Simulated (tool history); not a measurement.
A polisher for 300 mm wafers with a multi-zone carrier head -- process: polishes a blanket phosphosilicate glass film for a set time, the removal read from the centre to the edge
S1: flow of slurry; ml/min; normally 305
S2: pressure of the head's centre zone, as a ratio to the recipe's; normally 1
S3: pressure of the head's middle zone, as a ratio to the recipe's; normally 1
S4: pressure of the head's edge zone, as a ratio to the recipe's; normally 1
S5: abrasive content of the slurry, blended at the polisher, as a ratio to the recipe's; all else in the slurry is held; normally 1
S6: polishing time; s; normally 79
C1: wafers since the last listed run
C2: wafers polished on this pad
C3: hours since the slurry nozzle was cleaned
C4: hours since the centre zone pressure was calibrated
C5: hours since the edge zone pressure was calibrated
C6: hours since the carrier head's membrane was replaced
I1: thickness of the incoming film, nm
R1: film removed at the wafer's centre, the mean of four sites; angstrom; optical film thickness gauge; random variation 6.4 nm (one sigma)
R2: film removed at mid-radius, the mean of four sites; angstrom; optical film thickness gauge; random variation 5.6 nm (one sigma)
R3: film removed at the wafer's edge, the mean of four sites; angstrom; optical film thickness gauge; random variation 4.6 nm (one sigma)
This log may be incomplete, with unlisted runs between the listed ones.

run	hour	S1	S2	S3	S4	S5	S6	C1	C2	C3	C4	C5	C6	I1	R1	R2	R3
1	0	305	0.95	1	1.07	1	79	0	1907	87.8	883.4	469.2	1198.8	4338.5	5004	5473	5457
# hour 18.2: worn pad replaced by a new one
2	18.7	305	1	1.07	1	1.15	79	196	6	106.5	902.1	487.9	1217.5	4387.2	5937	6280	5860
# hour 61.1: centre zone pressure recalibrated
3	81.1	305	1	0.92	1	1	79	808	814	168.9	20	550.3	1279.9	4367.8	5219	4963	5387
4	103.7	305	1	0.92	1	1	79	302	1117	191.5	42.6	572.9	1302.5	4408.2	5158	5023	5302
5	134.9	305	1	0.92	1	1	79	417	1534	222.7	73.8	604.1	1333.7	4398.5	5292	5063	5324
6	153.4	305	1	0.93	1	1	79	247	1781	241.2	92.3	622.6	1352.2	4398.6	5307	5002	5238
# hour 167.7: worn pad replaced by a new one
7	181.5	305	1	0.93	1	1	79	322	185	269.3	120.4	650.7	1380.3	4394.7	5178	4939	5222
8	194.6	305	1.03	1	1	1	58	175	360	282.4	133.5	663.8	1393.4	4445.8	3907	3931	3861
9	220.8	405	1	1	1	1	67	350	710	308.6	159.7	690	1419.6	4352.7	4563	4613	4589
10	254.9	235	1	1	1	1	79	456	1167	342.7	193.8	724.1	1453.7	4402.9	4963	5059	5159
# hour 268.5: carrier head's membrane replaced by a new one
11	289.9	305	1	0.92	1	1	79	401	1568	377.7	228.8	759.1	21.4	4364.5	5069	4888	5269
# hour 298.1: worn pad replaced by a new one
12	322.6	270	1	1	0.92	1	79	383	328	410.4	261.5	791.8	54.1	4352.7	5112	5193	4927
13	342.2	305	0.96	1	1	1	79	262	590	430	281.1	811.4	73.7	4349.3	5016	5318	5278
14	363.3	305	0.96	1	1	1	79	282	872	451.1	302.2	832.5	94.8	4380.6	4990	5233	5145
# hour 365: slurry nozzle cleaned
# hour 367.8: edge zone pressure recalibrated
15	391.5	305	0.96	1	0.89	1	61	337	1209	26.5	330.4	23.7	123	4433.5	3913	4117	3882
16	435	305	1	1	0.93	0.8	88	581	1791	70	373.9	67.2	166.5	4366.6	4746	4862	4657
17	453.1	235	1	1	1	1	79	242	2034	88.1	392	85.3	184.6	4343.8	5204	5376	5211
# hour 459.1: worn pad replaced by a new one
18	488.8	305	1	0.96	1	1	79	424	397	123.8	427.7	121	220.3	4348.2	5202	5209	5274
19	501	260	1	1	1.04	1	58	163	560	136	439.9	133.2	232.5	4402.3	3871	3892	3938
20	521.9	305	1	1	1	1.25	55	279	840	156.9	460.8	154.1	253.4	4402.2	4168	4287	4313
21	548.3	305	1	1	0.91	1	79	353	1193	183.3	487.2	180.5	279.8	4419.3	5282	5300	5070
22	560.8	305	1	0.9	0.92	1	79	167	1360	195.8	499.7	193	292.3	4410.7	5273	4836	5089

Alternative continuations, all from the tool just after run 22; predict every row:
A	561.2	305	1	1	1	1	79	5	1366	196.2	500.1	193.4	292.7	4367.7	?	?	?
B	561.2	305	1.04	1	1	1	79	5	1366	196.2	500.1	193.4	292.7	4367.7	?	?	?
C	561.2	305	1	0.91	1	1	79	5	1366	196.2	500.1	193.4	292.7	4367.7	?	?	?

run	R1	R2	R3
A	5260	5384	5272
B	5461	5383	5272
C	5257	4975	5278
Without the tool's hidden state the same runs would have given:
run	R1	R2	R3
A	5355	5472	5337
B	5559	5471	5337
C	5352	5056	5344

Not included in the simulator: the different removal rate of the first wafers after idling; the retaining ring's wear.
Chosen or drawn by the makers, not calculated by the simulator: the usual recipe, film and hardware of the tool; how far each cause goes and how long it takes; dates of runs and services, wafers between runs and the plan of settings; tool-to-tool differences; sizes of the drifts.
